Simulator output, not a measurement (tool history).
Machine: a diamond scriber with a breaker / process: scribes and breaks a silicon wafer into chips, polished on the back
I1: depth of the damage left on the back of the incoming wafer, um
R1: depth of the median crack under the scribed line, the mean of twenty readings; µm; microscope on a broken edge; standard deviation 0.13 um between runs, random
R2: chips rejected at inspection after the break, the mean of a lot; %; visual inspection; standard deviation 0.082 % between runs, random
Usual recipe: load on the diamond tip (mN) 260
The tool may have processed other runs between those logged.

Run 1, hour 0.0: usual settings but load on the diamond tip (mN) 296; I1 0.03. Result: R1 8.81 µm, R2 2.23 %.
Run 2, hour 21.8: usual settings but load on the diamond tip (mN) 282; I1 0.05. Result: R1 8.29 µm, R2 1.61 %.
Run 3, hour 35.7: usual settings but load on the diamond tip (mN) 282; I1 0.02. Result: R1 8.41 µm, R2 1.88 %.
Run 4, hour 52.7: usual settings but load on the diamond tip (mN) 282; I1 0.01. Result: R1 8.18 µm, R2 1.84 %.
Run 5, hour 75.8: usual settings; I1 0.02. Result: R1 7.87 µm, R2 4.11 %.
Run 6, hour 104.8: usual settings; I1 0.04. Result: R1 7.53 µm, R2 5.01 %.
Run 7, hour 126.9: usual settings; I1 0.02. Result: R1 7.22 µm, R2 5.31 %.
Run 8, hour 143.1: usual settings but load on the diamond tip (mN) 205; I1 0.02. Result: R1 5.22 µm, R2 37.20 %.
Run 9, hour 163.7: usual settings; I1 0.04. Result: R1 6.61 µm, R2 12.14 %.
Run 10, hour 193.7: usual settings but load on the diamond tip (mN) 297; I1 0.03. Result: R1 7.40 µm, R2 4.62 %.
Run 11, hour 216.6: usual settings but load on the diamond tip (mN) 297; I1 0.05. Result: R1 7.26 µm, R2 5.20 %.
Run 12, hour 246.3: usual settings but load on the diamond tip (mN) 297; I1 0.04. Result: R1 7.56 µm, R2 4.87 %.
Run 13, hour 263.5: usual settings; I1 0.02. Result: R1 6.43 µm, R2 14.51 %.
Run 14, hour 285.4: usual settings; I1 0.04. Result: R1 6.51 µm, R2 13.62 %.
Run 15, hour 309.7: usual settings; I1 0.03. Result: R1 6.57 µm, R2 12.72 %.
Run 16, hour 329.2: usual settings; I1 0.01. Result: R1 8.30 µm, R2 2.18 %.
Run 17, hour 384.1: usual settings but load on the diamond tip (mN) 301; I1 0.02. Result: R1 9.21 µm, R2 3.70 %.
Run 18, hour 415.4: usual settings but load on the diamond tip (mN) 312; I1 0.02. Result: R1 9.60 µm, R2 4.74 %.
Run 19, hour 448.4: usual settings but load on the diamond tip (mN) 326; I1 0.03. Result: R1 10.09 µm, R2 6.72 %.
Run 20, hour 483.7: usual settings but load on the diamond tip (mN) 196; I1 0.02. Result: R1 6.10 µm, R2 21.29 %.
Run 21, hour 498.1: usual settings but load on the diamond tip (mN) 195; I1 0.04. Result: R1 6.13 µm, R2 20.91 %.
Run 22, hour 531.9: usual settings but load on the diamond tip (mN) 212; I1 0.04. Result: R1 6.42 µm, R2 13.08 %.
Run 23, hour 567.1: usual settings; I1 0.02. Result: R1 7.82 µm, R2 2.55 %.
Run 24, hour 587.8: usual settings; I1 0.01. Result: R1 7.99 µm, R2 2.66 %.
Run 25, hour 623.7: usual settings but load on the diamond tip (mN) 188; I1 0.04. Result: R1 5.61 µm, R2 26.87 %.
Run 26, hour 658.0: usual settings but load on the diamond tip (mN) 213; I1 0.04. Result: R1 6.54 µm, R2 15.80 %.
Run 27, hour 687.3: usual settings but load on the diamond tip (mN) 240; I1 0.03. Result: R1 7.23 µm, R2 7.11 %.
Run 28, hour 721.1: usual settings but load on the diamond tip (mN) 306; I1 0.05. Result: R1 8.61 µm, R2 2.15 %.
Run 29, hour 754.2: usual settings but load on the diamond tip (mN) 236; I1 0.01. Result: R1 6.90 µm, R2 10.52 %.
Run 30, hour 775.3: usual settings but load on the diamond tip (mN) 312; I1 0.05. Result: R1 8.72 µm, R2 2.13 %.
Run 31, hour 809.1: usual settings; I1 0.02. Result: R1 7.08 µm, R2 5.34 %.
Run 32, hour 847.2: usual settings but load on the diamond tip (mN) 216; I1 0.03. Result: R1 5.94 µm, R2 23.35 %.
Run 33, hour 874.7: usual settings but load on the diamond tip (mN) 208; I1 0.04. Result: R1 5.68 µm, R2 28.39 %.
Run 34, hour 942.7: usual settings but load on the diamond tip (mN) 238; I1 0.05. Result: R1 6.08 µm, R2 18.36 %.
Run 35, hour 978.6: usual settings; I1 0.04. Result: R1 8.32 µm, R2 1.83 %.
Run 36, hour 1004.7: usual settings but load on the diamond tip (mN) 314; I1 0.02. Result: R1 9.98 µm, R2 6.35 %.
Run 37, hour 1048.3: usual settings but load on the diamond tip (mN) 335; I1 0.03. Result: R1 10.43 µm, R2 9.95 %.
Run 38, hour 1074.6: usual settings but load on the diamond tip (mN) 187; I1 0.04. Result: R1 5.99 µm, R2 20.98 %.
Run 39, hour 1104.6: usual settings; I1 0.05. Result: R1 8.40 µm, R2 1.87 %.
Run 40, hour 1122.3: usual settings but load on the diamond tip (mN) 293; I1 0.02. Result: R1 9.27 µm, R2 3.08 %.
Run 41, hour 1149.1: usual settings; I1 0.03. Result: R1 7.95 µm, R2 2.08 %.

Removed from this log: 4 entries logged between the listed runs. Between which two listed runs does each belong, and how does the tool's hidden state at the listed run before it compare with that at the listed run after it?
Logged between run 7 and run 8: diamond tip replaced by a new one (hour 140.2)
  share of the diamond tip's cutting effectiveness lost through wear, %: 18.4 -> 30.6
  what was measured, less what the result would be without the hidden state, R1: -1.04 -> -1.44 µm; R2: +3.55 -> +25.64 %
Logged between run 15 and run 16: diamond tip replaced by a new one, repeated, since the last time left the tool worse (hour 324.4)
  share of the diamond tip's cutting effectiveness lost through wear, %: 32.3 -> 5.23
  what was measured, less what the result would be without the hidden state, R1: -1.95 -> -0.31 µm; R2: +11.15 -> +0.27 %
Logged between run 24 and run 25: load on the tip recalibrated (hour 593.3)
  share of the diamond tip's cutting effectiveness lost through wear, %: 9.39 -> 10.6
  what was measured, less what the result would be without the hidden state, R1: -0.54 -> -0.44 µm; R2: +0.86 -> +7.77 %
Logged between run 34 and run 35: diamond tip replaced by a new one (hour 966.5)
  share of the diamond tip's cutting effectiveness lost through wear, %: 28.1 -> 2.1
  what was measured, less what the result would be without the hidden state, R1: -1.50 -> -0.12 µm; R2: +15.26 -> +0.04 %
